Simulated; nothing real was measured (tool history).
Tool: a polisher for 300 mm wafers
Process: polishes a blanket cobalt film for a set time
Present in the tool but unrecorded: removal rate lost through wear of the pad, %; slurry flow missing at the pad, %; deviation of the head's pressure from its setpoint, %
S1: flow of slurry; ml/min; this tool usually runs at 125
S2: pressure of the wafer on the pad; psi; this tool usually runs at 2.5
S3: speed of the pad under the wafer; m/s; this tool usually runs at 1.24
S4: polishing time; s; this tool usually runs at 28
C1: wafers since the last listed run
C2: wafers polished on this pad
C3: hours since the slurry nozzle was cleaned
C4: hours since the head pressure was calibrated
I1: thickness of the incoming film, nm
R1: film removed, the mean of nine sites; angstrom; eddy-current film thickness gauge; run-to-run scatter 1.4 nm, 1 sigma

run	hour	S1	S2	S3	S4	C1	C2	C3	C4	I1	R1
1	0.0	125	1.9	1.24	28	0	630	642.9	298.3	604.5	1584
# hour 19.8: head pressure recalibrated
2	46.6	125	1.9	1.24	28	475	1106	689.5	26.8	611.4	1617
# hour 84.0: slurry nozzle cleaned
3	130.3	125	1.9	1.24	28	882	1988	46.3	110.5	602.4	1642
4	218.8	125	2.5	1.24	35	944	2933	134.8	199.0	609.1	2644
# hour 245.0: worn pad replaced by a new one
5	279.6	125	2.5	1.24	28	606	368	195.6	259.8	603.1	2108
# hour 349.1: head pressure recalibrated
6	385.4	115	2.5	1.24	28	1107	1476	301.4	36.3	612.8	1992
7	453.3	115	2.5	1.24	28	724	2200	369.3	104.2	613.1	2003
8	549.0	115	2.5	1.24	28	1021	3221	465.0	199.9	619.5	1980
# hour 561.7: worn pad replaced by a new one
9	642.9	125	2.5	1.24	28	959	866	558.9	293.8	615.8	2006
10	691.2	125	2.5	1.24	28	515	1381	607.2	342.1	612.3	1964
# hour 718.7: slurry nozzle cleaned
# hour 722.8: head pressure recalibrated, repeated, since the last time left the tool worse
11	796.1	125	2.5	1.24	28	1087	2469	77.4	73.3	606.4	2144
12	850.2	125	2.5	1.40	28	577	3046	131.5	127.4	605.5	2403
# hour 872.3: worn pad replaced by a new one
13	936.5	125	2.5	1.24	28	878	685	217.8	213.7	599.3	2133
14	984.5	125	2.5	1.42	28	512	1197	265.8	261.7	608.6	2416
15	1031.2	125	2.5	1.24	28	498	1695	312.5	308.4	605.4	2102
# hour 1079.8: head pressure recalibrated
16	1087.3	125	2.5	1.24	28	577	2273	368.6	7.5	614.0	2115
17	1127.1	125	2.9	0.86	28	424	2697	408.4	47.3	618.6	1723
18	1163.4	125	3.0	1.24	28	387	3084	444.7	83.6	599.3	2563
# hour 1196.3: worn pad replaced by a new one
19	1234.7	125	2.5	1.24	28	718	409	516.0	154.9	603.2	2123
20	1305.0	105	2.5	1.24	34	750	1159	586.3	225.2	613.2	2469
21	1376.8	125	2.5	1.58	33	766	1925	658.1	297.0	609.6	3139

Expected results for the next run?
# hour 1380.0: head pressure recalibrated
22	1416.3	125	2.8	1.24	28	400	2325	697.6	36.3	601.3	?

Run 22 yielded R1 2394 angstrom.
Had the tool carried no hidden state, the very same run would have given R1 2392 angstrom.
